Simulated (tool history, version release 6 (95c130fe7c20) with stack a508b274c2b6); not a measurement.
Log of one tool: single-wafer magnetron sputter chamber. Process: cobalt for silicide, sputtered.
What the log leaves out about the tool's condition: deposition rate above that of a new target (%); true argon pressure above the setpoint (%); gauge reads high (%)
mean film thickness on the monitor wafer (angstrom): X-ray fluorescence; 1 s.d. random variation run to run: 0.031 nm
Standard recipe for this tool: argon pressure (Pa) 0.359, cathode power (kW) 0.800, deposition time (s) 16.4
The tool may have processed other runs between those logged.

run     day  argon pressure (Pa)  cathode power (kW)  deposition time (s)  wafers since the last listed run  wafers on the sputter target  hours since the last manometer calibration  hours since the magnet pack was replaced  hours since the gauge calibration  read-back reference wafer on the same gauge, thickness_nm  mean film thickness on the monitor wafer (angstrom)
  1   0.000                0.359               0.650                 16.4                                 0                          3989                                      2120.9                                    5528.7                             1151.6                                                      5.528                                                56.00
  2   1.483                0.359               0.650                 16.4                              1652                          5641                                      2156.5                                    5564.3                             1187.2                                                      5.531                                                56.37
  3   3.108                0.359               0.650                 16.4                              1810                          7452                                      2195.5                                    5603.3                             1226.2                                                      5.529                                                56.62
      4.550  -- gauge calibrated
  4   5.804                0.359               0.800                 16.4                              3003                         10455                                      2260.2                                    5668.0                               30.1                                                      5.532                                                68.25
  5   8.604                0.359               0.800                 16.4                              3119                         13574                                      2327.4                                    5735.2                               97.3                                                      5.531                                                68.15
  6  10.654                0.359               0.800                 16.4                              2283                         15857                                      2376.6                                    5784.4                              146.5                                                      5.536                                                67.24
     11.338  -- sputter target and shields replaced
  7  13.121                0.359               0.800                 16.4                              2376                          1985                                      2435.8                                    5843.6                              205.7                                                      5.529                                                68.27
  8  14.200                0.359               0.800                 16.4                              1202                          3187                                      2461.7                                    5869.5                              231.6                                                      5.530                                                67.27
  9  16.896                0.359               0.800                 16.4                              3003                          6190                                      2526.4                                    5934.2                              296.3                                                      5.533                                                68.43
 10  19.842                0.359               0.800                 16.4                              3281                          9471                                      2597.1                                    6004.9                              367.0                                                      5.522                                                67.87
 11  22.075                0.359               0.800                 16.4                              2487                         11959                                      2650.7                                    6058.5                              420.6                                                      5.530                                                67.81
 12  24.288                0.359               0.800                 16.4                              2464                         14424                                      2703.8                                    6111.6                              473.7                                                      5.533                                                67.86
     24.688  -- capacitance manometer re-zeroed and calibrated
     25.142  -- sputter target and shields replaced
 13  26.496                0.359               0.800                 16.4                              1717                          1510                                        43.4                                    6164.6                              526.7                                                      5.533                                                68.13
 14  27.846                0.359               0.800                 16.4                              1503                          3014                                        75.8                                    6197.0                              559.1                                                      5.525                                                68.04
 15  29.592                0.359               0.800                 16.4                              1944                          4959                                       117.7                                    6238.9                              601.0                                                      5.533                                                68.24
 16  30.988                0.359               0.800                 16.4                              1554                          6513                                       151.2                                    6272.4                              634.5                                                      5.534                                                68.31
     31.712  -- magnet pack replaced
 17  33.921                0.359               0.800                 16.4                              2896                          9410                                       221.6                                      53.0                              704.9                                                      5.534                                                67.91
 18  35.125                0.359               0.800                 16.4                              1341                         10751                                       250.5                                      81.9                              733.8                                                      5.528                                                68.11
 19  36.575                0.359               0.800                 14.9                              1615                         12366                                       285.3                                     116.7                              768.6                                                      5.528                                                61.72
     37.100  -- sputter target and shields replaced
 20  39.500                0.359               0.800                 15.4                              2886                          2673                                       355.5                                     186.9                              838.8                                                      5.536                                                63.81
 21  41.375                0.288               0.750                 18.9                              2088                          4761                                       400.5                                     231.9                              883.8                                                      5.527                                                76.80
 22  43.558                0.359               0.650                 19.1                              2432                          7193                                       452.9                                     284.3                              936.2                                                      5.530                                                65.37
 23  46.021                0.445               0.800                 17.7                              2743                          9937                                       512.0                                     343.4                              995.3                                                      5.530                                                69.94
 24  47.658                0.455               1.000                 18.2                              1824                         11761                                       551.3                                     382.7                             1034.6                                                      5.533                                                89.11
     49.250  -- sputter target and shields replaced
 25  49.496                0.229               0.800                 16.4                              1675                           272                                       595.4                                     426.8                             1078.7                                                      5.534                                                73.00
 26  51.617                0.359               0.800                 16.4                              2362                          2635                                       646.3                                     477.7                             1129.6                                                      5.537                                                67.94
 27  52.867                0.359               0.800                 16.4                              1392                          4027                                       676.3                                     507.7                             1159.6                                                      5.528                                                68.42
     54.017  -- gauge calibrated
 28  55.004                0.359               0.800                 16.4                              2381                          6408                                       727.6                                     559.0                               23.7                                                      5.533                                                67.87
 29  56.692                0.490               0.850                 16.4                              1879                          8288                                       768.1                                     599.5                               64.2                                                      5.534                                                67.37
 30  59.175                0.359               0.800                 16.4                              2766                         11055                                       827.7                                     659.1                              123.8                                                      5.528                                                68.05
     60.883  -- sputter target and shields replaced
 31  61.875                0.359               0.750                 18.2                              2636                          1104                                       892.5                                     723.9                              188.6                                                      5.526                                                70.96
 32  63.167                0.359               0.800                 14.3                              1438                          2542                                       923.5                                     754.9                              219.6                                                      5.536                                                59.27
 33  65.450                0.359               0.800                 17.4                              2543                          5086                                       978.3                                     809.7                              274.4                                                      5.532                                                71.70
 34  68.096                0.485               0.850                 14.3                              2947                          8033                                      1041.8                                     873.2                              337.9                                                      5.529                                                59.10

State the hidden condition of the tool at each of the runs:
deposition rate above that of a new target (%): 0 on each run
true argon pressure above the setpoint (%): 0 on each run
gauge reads high (%): 0 on each run
